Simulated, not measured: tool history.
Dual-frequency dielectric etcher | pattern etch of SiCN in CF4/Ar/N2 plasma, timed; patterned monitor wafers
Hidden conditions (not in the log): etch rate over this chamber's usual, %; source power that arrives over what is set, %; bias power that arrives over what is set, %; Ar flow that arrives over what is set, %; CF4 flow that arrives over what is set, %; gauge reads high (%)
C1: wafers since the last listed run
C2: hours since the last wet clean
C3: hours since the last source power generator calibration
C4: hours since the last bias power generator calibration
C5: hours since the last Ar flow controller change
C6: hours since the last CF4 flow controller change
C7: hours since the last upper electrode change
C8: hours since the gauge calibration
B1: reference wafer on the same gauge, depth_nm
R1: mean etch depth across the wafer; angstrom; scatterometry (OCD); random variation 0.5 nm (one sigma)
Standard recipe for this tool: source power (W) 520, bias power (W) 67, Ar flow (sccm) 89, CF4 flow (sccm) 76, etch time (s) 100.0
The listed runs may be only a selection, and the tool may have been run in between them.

run 1 day=0.000 | source_power_(W)=520 bias_power_(W)=67 Ar_flow_(sccm)=89 CF4_flow_(sccm)=76 etch_time_(s)=100.0 | C1=0 C2=328.1 C3=647.8 C4=354.4 C5=2462.4 C6=2596.2 C7=35.3 C8=576.3 | B1=105.0 | R1=1079
run 2 day=2.400 | source_power_(W)=520 bias_power_(W)=52 Ar_flow_(sccm)=89 CF4_flow_(sccm)=76 etch_time_(s)=100.0 | C1=468 C2=385.7 C3=705.4 C4=412.0 C5=2520.0 C6=2653.8 C7=92.9 C8=633.9 | B1=105.0 | R1=968
run 3 day=3.779 | source_power_(W)=520 bias_power_(W)=67 Ar_flow_(sccm)=105 CF4_flow_(sccm)=61 etch_time_(s)=126.0 | C1=269 C2=418.8 C3=738.5 C4=445.1 C5=2553.1 C6=2686.9 C7=126.0 C8=667.0 | B1=105.0 | R1=1248
run 4 day=5.704 | source_power_(W)=610 bias_power_(W)=67 Ar_flow_(sccm)=110 CF4_flow_(sccm)=84 etch_time_(s)=100.0 | C1=375 C2=465.0 C3=784.7 C4=491.3 C5=2599.3 C6=2733.1 C7=172.2 C8=713.2 | B1=105.1 | R1=1160
-- day=7.733 wet clean of the chamber
run 5 day=7.754 | source_power_(W)=520 bias_power_(W)=67 Ar_flow_(sccm)=68 CF4_flow_(sccm)=76 etch_time_(s)=100.0 | C1=204 C2=0.5 C3=833.9 C4=540.5 C5=2648.5 C6=2782.3 C7=221.4 C8=762.4 | B1=105.0 | R1=1123
run 6 day=9.662 | source_power_(W)=520 bias_power_(W)=67 Ar_flow_(sccm)=106 CF4_flow_(sccm)=89 etch_time_(s)=126.5 | C1=372 C2=46.3 C3=879.7 C4=586.3 C5=2694.3 C6=2828.1 C7=267.2 C8=808.2 | B1=105.1 | R1=1321
run 7 day=11.004 | source_power_(W)=440 bias_power_(W)=67 Ar_flow_(sccm)=89 CF4_flow_(sccm)=76 etch_time_(s)=81.0 | C1=261 C2=78.5 C3=911.9 C4=618.5 C5=2726.5 C6=2860.3 C7=299.4 C8=840.4 | B1=105.0 | R1=783
run 8 day=12.800 | source_power_(W)=570 bias_power_(W)=67 Ar_flow_(sccm)=80 CF4_flow_(sccm)=60 etch_time_(s)=100.0 | C1=350 C2=121.6 C3=955.0 C4=661.6 C5=2769.6 C6=2903.4 C7=342.5 C8=883.5 | B1=105.0 | R1=1096
run 9 day=14.492 | source_power_(W)=520 bias_power_(W)=67 Ar_flow_(sccm)=105 CF4_flow_(sccm)=58 etch_time_(s)=111.0 | C1=329 C2=162.2 C3=995.6 C4=702.2 C5=2810.2 C6=2944.0 C7=383.1 C8=924.1 | B1=105.0 | R1=1074
-- day=16.933 CF4 flow controller replaced
-- day=16.983 Ar flow controller replaced
run 10 day=17.038 | source_power_(W)=520 bias_power_(W)=67 Ar_flow_(sccm)=89 CF4_flow_(sccm)=76 etch_time_(s)=100.0 | C1=438 C2=223.3 C3=1056.7 C4=763.3 C5=1.3 C6=2.5 C7=444.2 C8=985.2 | B1=105.1 | R1=1090
run 11 day=18.596 | source_power_(W)=520 bias_power_(W)=67 Ar_flow_(sccm)=89 CF4_flow_(sccm)=82 etch_time_(s)=100.0 | C1=303 C2=260.7 C3=1094.1 C4=800.7 C5=38.7 C6=39.9 C7=481.6 C8=1022.6 | B1=105.1 | R1=1125
run 12 day=20.417 | source_power_(W)=520 bias_power_(W)=74 Ar_flow_(sccm)=89 CF4_flow_(sccm)=76 etch_time_(s)=100.0 | C1=355 C2=304.4 C3=1137.8 C4=844.4 C5=82.4 C6=83.6 C7=525.3 C8=1066.3 | B1=105.0 | R1=1152
run 13 day=23.292 | source_power_(W)=400 bias_power_(W)=81 Ar_flow_(sccm)=89 CF4_flow_(sccm)=91 etch_time_(s)=89.5 | C1=560 C2=373.4 C3=1206.8 C4=913.4 C5=151.4 C6=152.6 C7=594.3 C8=1135.3 | B1=105.0 | R1=978
run 14 day=25.158 | source_power_(W)=520 bias_power_(W)=67 Ar_flow_(sccm)=89 CF4_flow_(sccm)=76 etch_time_(s)=100.0 | C1=364 C2=418.2 C3=1251.6 C4=958.2 C5=196.2 C6=197.4 C7=639.1 C8=1180.1 | B1=104.9 | R1=1121
run 15 day=26.867 | source_power_(W)=520 bias_power_(W)=67 Ar_flow_(sccm)=108 CF4_flow_(sccm)=76 etch_time_(s)=100.0 | C1=333 C2=459.2 C3=1292.6 C4=999.2 C5=237.2 C6=238.4 C7=680.1 C8=1221.1 | B1=105.1 | R1=1079
run 16 day=28.646 | source_power_(W)=520 bias_power_(W)=67 Ar_flow_(sccm)=89 CF4_flow_(sccm)=76 etch_time_(s)=100.0 | C1=347 C2=501.9 C3=1335.3 C4=1041.9 C5=279.9 C6=281.1 C7=722.8 C8=1263.8 | B1=105.1 | R1=1120
-- day=30.483 wet clean of the chamber
run 17 day=31.358 | source_power_(W)=520 bias_power_(W)=67 Ar_flow_(sccm)=99 CF4_flow_(sccm)=76 etch_time_(s)=100.0 | C1=334 C2=21.0 C3=1400.4 C4=1107.0 C5=345.0 C6=346.2 C7=787.9 C8=1328.9 | B1=105.0 | R1=1048
run 18 day=36.254 | source_power_(W)=520 bias_power_(W)=67 Ar_flow_(sccm)=79 CF4_flow_(sccm)=87 etch_time_(s)=88.5 | C1=955 C2=138.5 C3=1517.9 C4=1224.5 C5=462.5 C6=463.7 C7=905.4 C8=1446.4 | B1=104.9 | R1=1012
run 19 day=38.071 | source_power_(W)=520 bias_power_(W)=67 Ar_flow_(sccm)=89 CF4_flow_(sccm)=76 etch_time_(s)=100.0 | C1=354 C2=182.1 C3=1561.5 C4=1268.1 C5=506.1 C6=507.3 C7=949.0 C8=1490.0 | B1=105.2 | R1=1088
run 20 day=42.529 | source_power_(W)=520 bias_power_(W)=67 Ar_flow_(sccm)=98 CF4_flow_(sccm)=92 etch_time_(s)=100.0 | C1=869 C2=289.1 C3=1668.5 C4=1375.1 C5=613.1 C6=614.3 C7=1056.0 C8=1597.0 | B1=105.0 | R1=1114

Each row is a separate what-if for the run after 20, all from the same tool condition, not one after another. Results?
run A day=42.546 | source_power_(W)=520 bias_power_(W)=67 Ar_flow_(sccm)=89 CF4_flow_(sccm)=76 etch_time_(s)=123.0 | C1=3 C2=289.5 C3=1668.9 C4=1375.5 C5=613.5 C6=614.7 C7=1056.4 C8=1597.4 | B1=? | R1=?
run B day=42.546 | source_power_(W)=520 bias_power_(W)=67 Ar_flow_(sccm)=89 CF4_flow_(sccm)=76 etch_time_(s)=128.5 | C1=3 C2=289.5 C3=1668.9 C4=1375.5 C5=613.5 C6=614.7 C7=1056.4 C8=1597.4 | B1=? | R1=?
run C day=42.546 | source_power_(W)=520 bias_power_(W)=50 Ar_flow_(sccm)=89 CF4_flow_(sccm)=76 etch_time_(s)=100.0 | C1=3 C2=289.5 C3=1668.9 C4=1375.5 C5=613.5 C6=614.7 C7=1056.4 C8=1597.4 | B1=? | R1=?
run D day=42.546 | source_power_(W)=520 bias_power_(W)=51 Ar_flow_(sccm)=95 CF4_flow_(sccm)=76 etch_time_(s)=100.0 | C1=3 C2=289.5 C3=1668.9 C4=1375.5 C5=613.5 C6=614.7 C7=1056.4 C8=1597.4 | B1=? | R1=?
run E day=42.546 | source_power_(W)=520 bias_power_(W)=67 Ar_flow_(sccm)=89 CF4_flow_(sccm)=93 etch_time_(s)=100.0 | C1=3 C2=289.5 C3=1668.9 C4=1375.5 C5=613.5 C6=614.7 C7=1056.4 C8=1597.4 | B1=? | R1=?

run=A B1=105.1 R1=1339
run=B B1=105.1 R1=1399
run=C B1=105.1 R1=952
run=D B1=105.1 R1=946
run=E B1=105.1 R1=1131
Without the tool's unlogged condition, the same runs would have read:
run=A R1=1310
run=B R1=1369
run=C R1=932
run=D R1=925
run=E R1=1106

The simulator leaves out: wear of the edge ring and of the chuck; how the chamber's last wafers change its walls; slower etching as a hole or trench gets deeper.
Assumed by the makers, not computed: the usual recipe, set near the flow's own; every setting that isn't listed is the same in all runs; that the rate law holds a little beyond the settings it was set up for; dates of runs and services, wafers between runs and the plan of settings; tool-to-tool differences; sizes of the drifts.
